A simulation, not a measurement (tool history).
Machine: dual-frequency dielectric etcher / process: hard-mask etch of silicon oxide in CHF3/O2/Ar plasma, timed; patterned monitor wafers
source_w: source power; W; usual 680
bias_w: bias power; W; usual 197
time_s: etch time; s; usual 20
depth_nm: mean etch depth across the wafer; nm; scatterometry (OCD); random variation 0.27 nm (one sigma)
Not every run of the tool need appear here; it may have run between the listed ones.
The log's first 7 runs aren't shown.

| run | hour | source_w | bias_w | time_s | read-back reference wafer on the same gauge, depth_nm | depth_nm |
|---|---|---|---|---|---|---|
| 8 | 159.6 | 680 | 197 | 20 | 47.18 | 42.4 |
| 9 | 182.7 | 680 | 197 | 20 | 47.17 | 43.22 |
| 10 | 214.3 | 680 | 197 | 20 | 47.04 | 42.41 |
| 11 | 235.5 | 680 | 197 | 20 | 47.13 | 42.38 |
| 12 | 254.2 | 680 | 197 | 20 | 47.01 | 42.78 |
| 13 | 283.9 | 580 | 197 | 20 | 47.04 | 40.44 |
| 14 | 309.4 | 580 | 197 | 20 | 47.08 | 40.53 |
| 15 | 323 | 580 | 197 | 20 | 47.11 | 40.38 |
|  | 355.6 | wet clean of the chamber |
| 16 | 357.4 | 680 | 197 | 20 | 47.09 | 42.28 |
| 17 | 386.6 | 680 | 197 | 20 | 47.11 | 42.52 |
| 18 | 412 | 680 | 234 | 23 | 47.13 | 51.56 |
| 19 | 439.3 | 620 | 162 | 22.5 | 46.97 | 44.58 |
|  | 493.4 | upper electrode replaced |
| 20 | 493.9 | 680 | 197 | 14.5 | 46.96 | 31 |
| 21 | 494.2 | 810 | 154 | 20 | 47.17 | 41.98 |
| 22 | 526.3 | 530 | 197 | 17 | 47.21 | 33.89 |
| 23 | 542.8 | 680 | 197 | 20 | 47.15 | 42.39 |
|  | 545.1 | gauge calibrated |
|  | 557.1 | bias power generator calibrated |
|  | 570.7 | source power generator calibrated |
| 24 | 576.7 | 730 | 225 | 18 | 47.21 | 40.82 |
| 25 | 606.7 | 680 | 160 | 15.5 | 47.01 | 31.58 |
| 26 | 623.8 | 580 | 197 | 20 | 47.19 | 40.8 |
| 27 | 657.7 | 620 | 182 | 24 | 47.02 | 48.83 |
| 28 | 681.2 | 680 | 197 | 20 | 47.2 | 42.17 |
| 29 | 715.3 | 520 | 172 | 14.5 | 47.1 | 27.58 |
| 30 | 734.9 | 510 | 197 | 20 | 47.05 | 39.45 |
| 31 | 814.4 | 680 | 197 | 20 | 47.01 | 42.41 |

Below are 3 alternative next runs, each starting from the tool's condition after run 31. Predict each:
| A | 814.8 | 680 | 163 | 20 | ? | ? |
| B | 814.8 | 680 | 197 | 23 | ? | ? |
| C | 814.8 | 680 | 223 | 20 | ? | ? |

| run | read-back reference wafer on the same gauge, depth_nm | depth_nm |
|---|---|---|
| A | 47.05 | 40.81 |
| B | 47.05 | 49.28 |
| C | 47.05 | 44.32 |
Without the tool's unlogged condition, the same runs would have read:
| run | depth_nm |
|---|---|
| A | 40.81 |
| B | 49.28 |
| C | 44.32 |
